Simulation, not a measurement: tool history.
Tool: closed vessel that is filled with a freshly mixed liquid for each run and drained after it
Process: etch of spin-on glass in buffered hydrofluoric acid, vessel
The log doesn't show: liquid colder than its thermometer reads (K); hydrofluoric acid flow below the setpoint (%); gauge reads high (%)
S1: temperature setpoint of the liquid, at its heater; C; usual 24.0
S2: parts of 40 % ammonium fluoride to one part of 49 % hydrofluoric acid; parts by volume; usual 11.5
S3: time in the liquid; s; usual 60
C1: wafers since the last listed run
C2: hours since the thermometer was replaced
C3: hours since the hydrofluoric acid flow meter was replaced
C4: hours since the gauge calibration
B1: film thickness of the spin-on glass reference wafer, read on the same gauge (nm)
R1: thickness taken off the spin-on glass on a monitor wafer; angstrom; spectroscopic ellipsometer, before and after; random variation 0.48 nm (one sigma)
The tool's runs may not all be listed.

run,hour,S1,S2,S3,C1,C2,C3,C4,B1,R1
1,0.0,24.0,11.5,60,0,1347.8,28.3,744.7,40.02,989.5
2,33.5,24.0,11.5,60,4644,1381.3,61.8,778.2,40.03,984.5
3,60.3,24.0,11.5,60,3715,1408.1,88.6,805.0,40.00,977.7
4,124.0,24.0,11.5,60,8831,1471.8,152.3,868.7,39.99,974.0
5,156.2,24.0,11.5,60,4464,1504.0,184.5,900.9,39.97,970.0
6,203.4,24.0,11.5,60,6543,1551.2,231.7,948.1,39.97,972.5
7,273.6,24.0,11.5,60,9732,1621.4,301.9,1018.3,40.03,964.4
8,322.5,24.0,11.5,60,6779,1670.3,350.8,1067.2,39.99,963.9
9,357.7,24.0,11.5,60,4879,1705.5,386.0,1102.4,40.06,957.3
10,426.4,24.0,11.5,60,9524,1774.2,454.7,1171.1,40.00,955.1
11,470.2,24.0,11.5,60,6072,1818.0,498.5,1214.9,40.02,943.7
# hour 530.6: hydrofluoric acid flow meter replaced
12,533.9,26.0,11.5,60,8692,1881.7,3.3,1278.6,39.97,1083.6
# hour 585.2: gauge calibrated
13,591.1,26.0,11.5,60,7929,1938.9,60.5,5.9,40.01,1091.7
# hour 626.1: thermometer replaced
14,657.4,26.0,11.5,60,9052,31.3,126.8,72.2,40.04,1111.7
15,848.5,24.0,11.5,60,26493,222.4,317.9,263.3,40.02,990.8
16,886.9,24.0,11.5,60,5323,260.8,356.3,301.7,40.03,988.4
17,929.7,24.0,14.5,90,5933,303.6,399.1,344.5,40.05,1179.0
18,1000.7,26.5,9.0,50,9843,374.6,470.1,415.5,40.02,1164.2
# hour 1059.1: hydrofluoric acid flow meter replaced
19,1072.5,24.0,11.5,60,9815,446.4,13.4,487.3,39.97,999.6
20,1118.1,19.5,11.5,60,6321,492.0,59.0,532.9,40.01,778.9
21,1186.6,24.0,8.5,35,9496,560.5,127.5,601.4,40.01,757.8
22,1214.2,24.0,14.0,40,3826,588.1,155.1,629.0,39.99,545.3
23,1241.4,26.0,10.0,40,3770,615.3,182.3,656.2,40.02,839.9
24,1279.4,24.0,11.5,60,5268,653.3,220.3,694.2,39.94,983.8
25,1337.3,24.0,8.5,60,8027,711.2,278.2,752.1,39.98,1277.3
26,1363.8,24.0,11.5,40,3673,737.7,304.7,778.6,40.00,652.2
27,1388.8,24.0,11.5,60,3465,762.7,329.7,803.6,40.02,979.3
28,1446.0,27.0,13.5,45,7929,819.9,386.9,860.8,40.00,739.4

Forecast each of these 5 alternatives for the next run:
A,1446.7,24.0,11.5,60,97,820.6,387.6,861.5,?,?
B,1446.7,26.0,11.5,50,97,820.6,387.6,861.5,?,?
C,1446.7,28.5,10.5,75,97,820.6,387.6,861.5,?,?
D,1446.7,21.5,13.0,60,97,820.6,387.6,861.5,?,?
E,1446.7,21.0,15.0,60,97,820.6,387.6,861.5,?,?

run,B1,R1
A,39.99,979.1
B,39.99,909.5
C,39.99,1704.0
D,39.99,756.6
E,39.99,639.3
Without the tool's hidden state the same runs would have given:
run,R1
A,1013.6
B,941.4
C,1763.3
D,783.6
E,662.2
